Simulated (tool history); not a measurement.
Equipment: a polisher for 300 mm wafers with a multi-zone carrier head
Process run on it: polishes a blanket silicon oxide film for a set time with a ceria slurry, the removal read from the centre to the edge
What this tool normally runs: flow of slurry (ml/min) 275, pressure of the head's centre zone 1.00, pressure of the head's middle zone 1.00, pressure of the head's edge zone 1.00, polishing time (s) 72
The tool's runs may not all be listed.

| run | hour | flow of slurry (ml/min) | pressure of the head's centre zone | pressure of the head's middle zone | pressure of the head's edge zone | polishing time (s) | wafers since the last listed run | wafers polished on this pad | hours since the slurry nozzle was cleaned | hours since the centre zone pressure was calibrated | hours since the edge zone pressure was calibrated | hours since the carrier head's membrane was replaced | incoming thickness of the incoming film, nm | film removed at the wafer's centre (Å) | film removed at mid-radius (Å) | film removed at the wafer's edge (Å) |
|---|---|---|---|---|---|---|---|---|---|---|---|---|---|---|---|---|
| 1 | 0.0 | 275 | 1.00 | 1.00 | 1.00 | 72 | 0 | 359 | 556.4 | 1366.5 | 23.8 | 17.2 | 1465.4 | 3119 | 3177 | 2983 |
| 2 | 11.6 | 275 | 1.00 | 1.00 | 1.00 | 91 | 83 | 442 | 568.0 | 1378.1 | 35.4 | 28.8 | 1501.5 | 3958 | 3925 | 3755 |
| 3 | 18.3 | 275 | 1.00 | 1.00 | 1.00 | 91 | 48 | 490 | 574.7 | 1384.8 | 42.1 | 35.5 | 1456.2 | 3980 | 3798 | 3716 |
|  | 24.5 | slurry nozzle cleaned |
| 4 | 25.9 | 245 | 1.00 | 1.00 | 1.00 | 72 | 47 | 537 | 1.4 | 1392.4 | 49.7 | 43.1 | 1482.4 | 3005 | 3045 | 2953 |
| 5 | 38.8 | 245 | 1.00 | 1.00 | 1.00 | 72 | 92 | 630 | 14.3 | 1405.3 | 62.6 | 56.0 | 1493.3 | 3027 | 3074 | 2972 |
|  | 42.8 | worn pad replaced by a new one |
| 6 | 49.8 | 245 | 1.00 | 1.00 | 1.00 | 72 | 50 | 50 | 25.3 | 1416.3 | 73.6 | 67.0 | 1466.0 | 3339 | 3322 | 3187 |
|  | 52.5 | centre zone pressure recalibrated |
| 7 | 60.9 | 275 | 1.00 | 1.00 | 1.00 | 72 | 65 | 115 | 36.4 | 8.4 | 84.7 | 78.1 | 1502.6 | 3291 | 3215 | 3120 |
| 8 | 77.4 | 275 | 1.00 | 1.00 | 0.93 | 80 | 118 | 233 | 52.9 | 24.9 | 101.2 | 94.6 | 1480.0 | 3503 | 3534 | 3265 |
| 9 | 105.7 | 275 | 1.00 | 1.00 | 1.00 | 72 | 203 | 436 | 81.2 | 53.2 | 129.5 | 122.9 | 1478.6 | 3021 | 3116 | 2990 |
| 10 | 121.1 | 275 | 0.88 | 1.00 | 1.00 | 95 | 110 | 547 | 96.6 | 68.6 | 144.9 | 138.3 | 1478.8 | 3589 | 4039 | 3911 |
| 11 | 132.1 | 275 | 1.00 | 1.00 | 1.00 | 72 | 78 | 626 | 107.6 | 79.6 | 155.9 | 149.3 | 1501.3 | 3032 | 2977 | 2951 |
|  | 143.8 | worn pad replaced by a new one |
| 12 | 149.4 | 275 | 1.00 | 1.06 | 1.00 | 72 | 95 | 39 | 124.9 | 96.9 | 173.2 | 166.6 | 1497.5 | 3344 | 3410 | 3201 |
| 13 | 164.1 | 195 | 1.00 | 1.00 | 1.00 | 79 | 105 | 145 | 139.6 | 111.6 | 187.9 | 181.3 | 1484.8 | 3486 | 3464 | 3303 |
| 14 | 179.5 | 275 | 1.00 | 1.00 | 1.00 | 72 | 110 | 255 | 155.0 | 127.0 | 203.3 | 196.7 | 1497.5 | 3094 | 3118 | 2986 |
| 15 | 192.6 | 275 | 0.94 | 1.00 | 1.00 | 72 | 93 | 349 | 168.1 | 140.1 | 216.4 | 209.8 | 1501.4 | 2834 | 3074 | 2904 |
| 16 | 210.6 | 275 | 1.00 | 1.00 | 1.00 | 94 | 129 | 478 | 186.1 | 158.1 | 234.4 | 227.8 | 1462.5 | 3955 | 3948 | 3843 |
| 17 | 219.7 | 275 | 1.10 | 1.00 | 1.00 | 72 | 65 | 544 | 195.2 | 167.2 | 243.5 | 236.9 | 1467.4 | 3399 | 2968 | 2932 |
| 18 | 228.2 | 275 | 1.00 | 1.00 | 1.00 | 89 | 60 | 605 | 203.7 | 175.7 | 252.0 | 245.4 | 1468.3 | 3697 | 3723 | 3560 |
| 19 | 237.1 | 225 | 0.88 | 1.00 | 1.00 | 55 | 63 | 669 | 212.6 | 184.6 | 260.9 | 254.3 | 1489.8 | 1987 | 2273 | 2227 |
|  | 243.7 | worn pad replaced by a new one |
| 20 | 246.0 | 250 | 1.00 | 1.00 | 1.08 | 72 | 35 | 16 | 221.5 | 193.5 | 269.8 | 263.2 | 1467.9 | 3419 | 3391 | 3417 |
| 21 | 257.4 | 275 | 1.00 | 1.00 | 1.00 | 72 | 81 | 98 | 232.9 | 204.9 | 281.2 | 274.6 | 1482.6 | 3331 | 3329 | 3234 |

What differs in the tool's unlogged condition from the final listed run ahead of each entry between runs to the first listed run following it?
Between runs 3 and 4: slurry nozzle cleaned (hour 24.5)
  removal rate lost through wear of the pad, %: 11 -> 11.2
  what was measured, less what the result would be without the hidden state, film removed at the wafer's centre (Å): -494 -> -381; film removed at mid-radius (Å): -471 -> -386; film removed at the wafer's edge (Å): -461 -> -374
Between runs 5 and 6: worn pad replaced by a new one (hour 42.8)
  removal rate lost through wear of the pad, %: 11.5 -> 4.18
  what was measured, less what the result would be without the hidden state, film removed at the wafer's centre (Å): -394 -> -146; film removed at mid-radius (Å): -400 -> -145; film removed at the wafer's edge (Å): -386 -> -139
Between runs 6 and 7: centre zone pressure recalibrated (hour 52.5)
  removal rate lost through wear of the pad, %: 4.18 -> 6.78
  what was measured, less what the result would be without the hidden state, film removed at the wafer's centre (Å): -146 -> -239; film removed at mid-radius (Å): -145 -> -234; film removed at the wafer's edge (Å): -139 -> -227
Between runs 11 and 12: worn pad replaced by a new one (hour 143.8)
  removal rate lost through wear of the pad, %: 12.2 -> 4.42
  what was measured, less what the result would be without the hidden state, film removed at the wafer's centre (Å): -423 -> -155; film removed at mid-radius (Å): -415 -> -157; film removed at the wafer's edge (Å): -412 -> -148
Between runs 19 and 20: worn pad replaced by a new one (hour 243.7)
  removal rate lost through wear of the pad, %: 13 -> 1.94
  what was measured, less what the result would be without the hidden state, film removed at the wafer's centre (Å): -296 -> -67; film removed at mid-radius (Å): -339 -> -68; film removed at the wafer's edge (Å): -331 -> -67
